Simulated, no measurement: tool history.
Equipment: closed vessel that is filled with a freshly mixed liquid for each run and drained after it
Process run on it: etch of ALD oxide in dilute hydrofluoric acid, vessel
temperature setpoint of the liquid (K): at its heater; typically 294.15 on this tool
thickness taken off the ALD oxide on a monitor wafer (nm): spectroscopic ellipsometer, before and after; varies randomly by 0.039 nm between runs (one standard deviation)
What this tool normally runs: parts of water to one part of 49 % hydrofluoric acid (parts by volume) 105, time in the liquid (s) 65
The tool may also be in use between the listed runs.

run	day	temperature setpoint of the liquid (K)	parts of water to one part of 49 % hydrofluoric acid (parts by volume)	time in the liquid (s)	read-back film thickness of the ALD oxide reference wafer, read on the same gauge (nm)	thickness taken off the ALD oxide on a monitor wafer (nm)
1	0.000	295.65	105	65	29.99	5.46
2	1.588	294.15	105	65	30.01	5.10
3	4.842	294.15	105	65	30.02	5.02
4	8.329	294.15	135	50	29.96	2.91
5	10.633	294.15	135	50	29.95	2.94
6	22.904	294.15	135	50	30.02	2.92
7	27.367	294.15	105	65	29.96	5.05
8	30.996	294.15	105	65	30.00	4.98
9	35.342	294.15	105	65	30.02	5.10
# day 37.558: hydrofluoric acid flow meter replaced
10	38.846	294.15	105	65	30.04	5.08
11	43.258	294.15	140	65	30.00	3.61
# day 45.183: gauge calibrated
# day 46.579: thermometer replaced
12	46.783	294.15	140	65	30.00	3.87
13	50.492	294.15	140	65	30.00	3.86
14	54.621	294.15	105	65	30.02	5.35
15	65.925	296.65	135	65	29.99	4.35
16	78.121	298.15	105	65	30.02	6.15
17	82.042	297.15	105	65	30.01	5.87
# day 88.754: hydrofluoric acid flow meter replaced
18	93.229	294.15	105	65	29.98	5.20
19	96.146	295.65	70	30	30.01	4.03
20	99.517	294.15	150	65	30.01	3.45
21	102.596	294.15	105	65	29.94	5.24
22	105.367	294.15	105	65	29.97	5.24
23	108.229	294.15	105	65	30.04	5.13
24	110.467	296.15	105	45	30.03	3.87
25	114.633	296.65	105	100	29.99	8.88
26	118.938	294.15	60	65	29.99	9.70
27	122.967	297.15	135	30	29.97	2.00
28	124.904	297.65	105	45	30.01	4.07

Forecast run 29:
29	126.875	294.15	105	95	?	?

{"run 29": {"read-back film thickness of the ALD oxide reference wafer, read on the same gauge (nm)": 29.97, "thickness taken off the ALD oxide on a monitor wafer (nm)": 7.5}}
With no hidden state in the tool, this same run would have given thickness taken off the ALD oxide on a monitor wafer (nm) 7.76.
